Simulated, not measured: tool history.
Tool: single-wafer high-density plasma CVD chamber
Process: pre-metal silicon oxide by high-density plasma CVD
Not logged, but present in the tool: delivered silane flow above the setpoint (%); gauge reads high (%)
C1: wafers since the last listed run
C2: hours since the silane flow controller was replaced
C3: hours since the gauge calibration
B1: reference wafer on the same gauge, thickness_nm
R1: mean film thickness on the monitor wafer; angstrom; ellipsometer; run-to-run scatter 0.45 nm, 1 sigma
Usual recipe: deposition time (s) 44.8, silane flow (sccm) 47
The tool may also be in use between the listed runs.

{"run": 1, "day": 0.0, "deposition time (s)": 44.8, "silane flow (sccm)": 47, "C1": 0, "C2": 3834.4, "C3": 16.6, "B1": 162.986, "R1": 1769.8}
{"run": 2, "day": 4.496, "deposition time (s)": 44.8, "silane flow (sccm)": 47, "C1": 1519, "C2": 3942.3, "C3": 124.5, "B1": 163.06, "R1": 1769.46}
{"run": 3, "day": 5.696, "deposition time (s)": 44.8, "silane flow (sccm)": 47, "C1": 405, "C2": 3971.1, "C3": 153.3, "B1": 163.02, "R1": 1767.96}
{"run": 4, "day": 7.2, "deposition time (s)": 44.8, "silane flow (sccm)": 47, "C1": 508, "C2": 4007.2, "C3": 189.4, "B1": 163.008, "R1": 1770.52}
{"run": 5, "day": 9.612, "deposition time (s)": 44.8, "silane flow (sccm)": 47, "C1": 815, "C2": 4065.1, "C3": 247.3, "B1": 162.981, "R1": 1760.37}
{"day": 11.883, "done": "silane flow controller replaced"}
{"run": 6, "day": 12.258, "deposition time (s)": 44.8, "silane flow (sccm)": 47, "C1": 781, "C2": 9, "C3": 310.8, "B1": 163.031, "R1": 1905.71}
{"run": 7, "day": 14.512, "deposition time (s)": 44.8, "silane flow (sccm)": 47, "C1": 761, "C2": 63.1, "C3": 364.9, "B1": 163.019, "R1": 1899.89}
{"run": 8, "day": 16.404, "deposition time (s)": 44.8, "silane flow (sccm)": 47, "C1": 639, "C2": 108.5, "C3": 410.3, "B1": 162.92, "R1": 1906.98}
{"day": 17.0, "done": "gauge calibrated"}
{"run": 9, "day": 17.612, "deposition time (s)": 48.2, "silane flow (sccm)": 50, "C1": 408, "C2": 137.5, "C3": 14.7, "B1": 163.156, "R1": 2178.09}
{"run": 10, "day": 20.058, "deposition time (s)": 44.8, "silane flow (sccm)": 39, "C1": 826, "C2": 196.2, "C3": 73.4, "B1": 163.028, "R1": 1573.32}
{"run": 11, "day": 22.254, "deposition time (s)": 36, "silane flow (sccm)": 52, "C1": 742, "C2": 248.9, "C3": 126.1, "B1": 162.947, "R1": 1685.26}
{"run": 12, "day": 23.346, "deposition time (s)": 40.3, "silane flow (sccm)": 47, "C1": 368, "C2": 275.1, "C3": 152.3, "B1": 162.965, "R1": 1709.56}
{"run": 13, "day": 26.321, "deposition time (s)": 44.8, "silane flow (sccm)": 47, "C1": 1005, "C2": 346.5, "C3": 223.7, "B1": 162.98, "R1": 1892.65}
{"run": 14, "day": 27.762, "deposition time (s)": 44.8, "silane flow (sccm)": 40, "C1": 487, "C2": 381.1, "C3": 258.3, "B1": 163.05, "R1": 1612.9}
{"run": 15, "day": 29.608, "deposition time (s)": 51.2, "silane flow (sccm)": 42, "C1": 623, "C2": 425.4, "C3": 302.6, "B1": 163.025, "R1": 1929.99}

The tool's hidden state at each run:
gauge reads high (%): 0 across all the runs
H1: delivered silane flow above the setpoint (%)
run=1 H1=-7.58
run=2 H1=-7.76
run=3 H1=-7.8
run=4 H1=-7.86
run=5 H1=-7.95
run=6 H1=-0.474
run=7 H1=-0.561
run=8 H1=-0.634
run=9 H1=-0.681
run=10 H1=-0.775
run=11 H1=-0.86
run=12 H1=-0.902
run=13 H1=-1.02
run=14 H1=-1.07
run=15 H1=-1.14
